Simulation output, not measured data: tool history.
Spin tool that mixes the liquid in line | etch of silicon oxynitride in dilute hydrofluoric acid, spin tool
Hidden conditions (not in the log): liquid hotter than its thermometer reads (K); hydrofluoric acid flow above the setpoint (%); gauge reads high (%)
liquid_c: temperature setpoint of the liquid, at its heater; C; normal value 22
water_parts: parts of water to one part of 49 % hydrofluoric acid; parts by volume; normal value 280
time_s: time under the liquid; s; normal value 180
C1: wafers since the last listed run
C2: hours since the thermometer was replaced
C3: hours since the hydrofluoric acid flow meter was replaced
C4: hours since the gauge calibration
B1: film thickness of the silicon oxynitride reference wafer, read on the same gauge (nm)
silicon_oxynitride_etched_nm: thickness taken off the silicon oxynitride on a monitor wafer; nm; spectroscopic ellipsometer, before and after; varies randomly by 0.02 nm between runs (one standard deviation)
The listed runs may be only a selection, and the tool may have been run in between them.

run 1 hour=0 | liquid_c=22 water_parts=280 time_s=180 | C1=0 C2=1462.2 C3=814.9 C4=207.6 | B1=50.03 | silicon_oxynitride_etched_nm=1.407
run 2 hour=29.2 | liquid_c=22 water_parts=280 time_s=180 | C1=179 C2=1491.4 C3=844.1 C4=236.8 | B1=49.984 | silicon_oxynitride_etched_nm=1.402
run 3 hour=44.1 | liquid_c=24 water_parts=280 time_s=180 | C1=91 C2=1506.3 C3=859 C4=251.7 | B1=49.968 | silicon_oxynitride_etched_nm=1.529
run 4 hour=60.4 | liquid_c=24 water_parts=280 time_s=180 | C1=100 C2=1522.6 C3=875.3 C4=268 | B1=49.985 | silicon_oxynitride_etched_nm=1.52
run 5 hour=72.4 | liquid_c=24.5 water_parts=280 time_s=180 | C1=73 C2=1534.6 C3=887.3 C4=280 | B1=50.018 | silicon_oxynitride_etched_nm=1.556
run 6 hour=102.9 | liquid_c=24.5 water_parts=280 time_s=180 | C1=187 C2=1565.1 C3=917.8 C4=310.5 | B1=49.973 | silicon_oxynitride_etched_nm=1.605
run 7 hour=129.8 | liquid_c=25 water_parts=280 time_s=180 | C1=165 C2=1592 C3=944.7 C4=337.4 | B1=50.022 | silicon_oxynitride_etched_nm=1.645
run 8 hour=162.2 | liquid_c=25 water_parts=280 time_s=180 | C1=199 C2=1624.4 C3=977.1 C4=369.8 | B1=50.003 | silicon_oxynitride_etched_nm=1.637
run 9 hour=189.6 | liquid_c=23 water_parts=280 time_s=180 | C1=168 C2=1651.8 C3=1004.5 C4=397.2 | B1=49.929 | silicon_oxynitride_etched_nm=1.479
run 10 hour=222.8 | liquid_c=23 water_parts=280 time_s=180 | C1=203 C2=1685 C3=1037.7 C4=430.4 | B1=50.022 | silicon_oxynitride_etched_nm=1.48
run 11 hour=246.6 | liquid_c=22 water_parts=280 time_s=180 | C1=146 C2=1708.8 C3=1061.5 C4=454.2 | B1=50.012 | silicon_oxynitride_etched_nm=1.37
run 12 hour=259.9 | liquid_c=22 water_parts=280 time_s=180 | C1=81 C2=1722.1 C3=1074.8 C4=467.5 | B1=50.004 | silicon_oxynitride_etched_nm=1.463
run 13 hour=295.6 | liquid_c=23.5 water_parts=420 time_s=180 | C1=219 C2=1757.8 C3=1110.5 C4=503.2 | B1=50.007 | silicon_oxynitride_etched_nm=0.957
run 14 hour=313.1 | liquid_c=25.5 water_parts=415 time_s=180 | C1=107 C2=1775.3 C3=1128 C4=520.7 | B1=50.032 | silicon_oxynitride_etched_nm=1.061
run 15 hour=344.7 | liquid_c=20 water_parts=375 time_s=180 | C1=194 C2=1806.9 C3=1159.6 C4=552.3 | B1=49.986 | silicon_oxynitride_etched_nm=0.936
-- hour=363.5 hydrofluoric acid flow meter replaced
run 16 hour=364 | liquid_c=19 water_parts=215 time_s=180 | C1=112 C2=1826.2 C3=0.5 C4=571.6 | B1=49.987 | silicon_oxynitride_etched_nm=1.492
-- hour=367.2 gauge calibrated
run 17 hour=398.7 | liquid_c=19.5 water_parts=415 time_s=245 | C1=213 C2=1860.9 C3=35.2 C4=31.5 | B1=49.997 | silicon_oxynitride_etched_nm=0.954
run 18 hour=414.7 | liquid_c=18 water_parts=280 time_s=180 | C1=98 C2=1876.9 C3=51.2 C4=47.5 | B1=49.992 | silicon_oxynitride_etched_nm=1.01
-- hour=422.6 thermometer replaced
run 19 hour=449.1 | liquid_c=22 water_parts=325 time_s=70 | C1=205 C2=26.5 C3=85.6 C4=81.9 | B1=49.976 | silicon_oxynitride_etched_nm=0.412
run 20 hour=494.1 | liquid_c=22 water_parts=335 time_s=180 | C1=276 C2=71.5 C3=130.6 C4=126.9 | B1=50.005 | silicon_oxynitride_etched_nm=1.005
run 21 hour=550.6 | liquid_c=22 water_parts=280 time_s=180 | C1=347 C2=128 C3=187.1 C4=183.4 | B1=50.014 | silicon_oxynitride_etched_nm=1.26
run 22 hour=578.1 | liquid_c=19 water_parts=225 time_s=180 | C1=168 C2=155.5 C3=214.6 C4=210.9 | B1=49.977 | silicon_oxynitride_etched_nm=1.447
run 23 hour=597.4 | liquid_c=22 water_parts=280 time_s=180 | C1=118 C2=174.8 C3=233.9 C4=230.2 | B1=49.984 | silicon_oxynitride_etched_nm=1.275
run 24 hour=615 | liquid_c=22 water_parts=280 time_s=180 | C1=108 C2=192.4 C3=251.5 C4=247.8 | B1=49.999 | silicon_oxynitride_etched_nm=1.332

Branching from run 24: 4 alternative next runs. What would each branch give?
run A hour=615.5 | liquid_c=22 water_parts=280 time_s=245 | C1=3 C2=192.9 C3=252 C4=248.3 | B1=? | silicon_oxynitride_etched_nm=?
run B hour=615.5 | liquid_c=26.5 water_parts=175 time_s=140 | C1=3 C2=192.9 C3=252 C4=248.3 | B1=? | silicon_oxynitride_etched_nm=?
run C hour=615.5 | liquid_c=22 water_parts=400 time_s=180 | C1=3 C2=192.9 C3=252 C4=248.3 | B1=? | silicon_oxynitride_etched_nm=?
run D hour=615.5 | liquid_c=22 water_parts=280 time_s=235 | C1=3 C2=192.9 C3=252 C4=248.3 | B1=? | silicon_oxynitride_etched_nm=?

run=A B1=49.985 silicon_oxynitride_etched_nm=1.744
run=B B1=49.985 silicon_oxynitride_etched_nm=2.097
run=C B1=49.985 silicon_oxynitride_etched_nm=0.834
run=D B1=49.985 silicon_oxynitride_etched_nm=1.673
What these runs would have given with no unlogged condition in the tool:
run=A silicon_oxynitride_etched_nm=1.676
run=B silicon_oxynitride_etched_nm=2.016
run=C silicon_oxynitride_etched_nm=0.8
run=D silicon_oxynitride_etched_nm=1.607
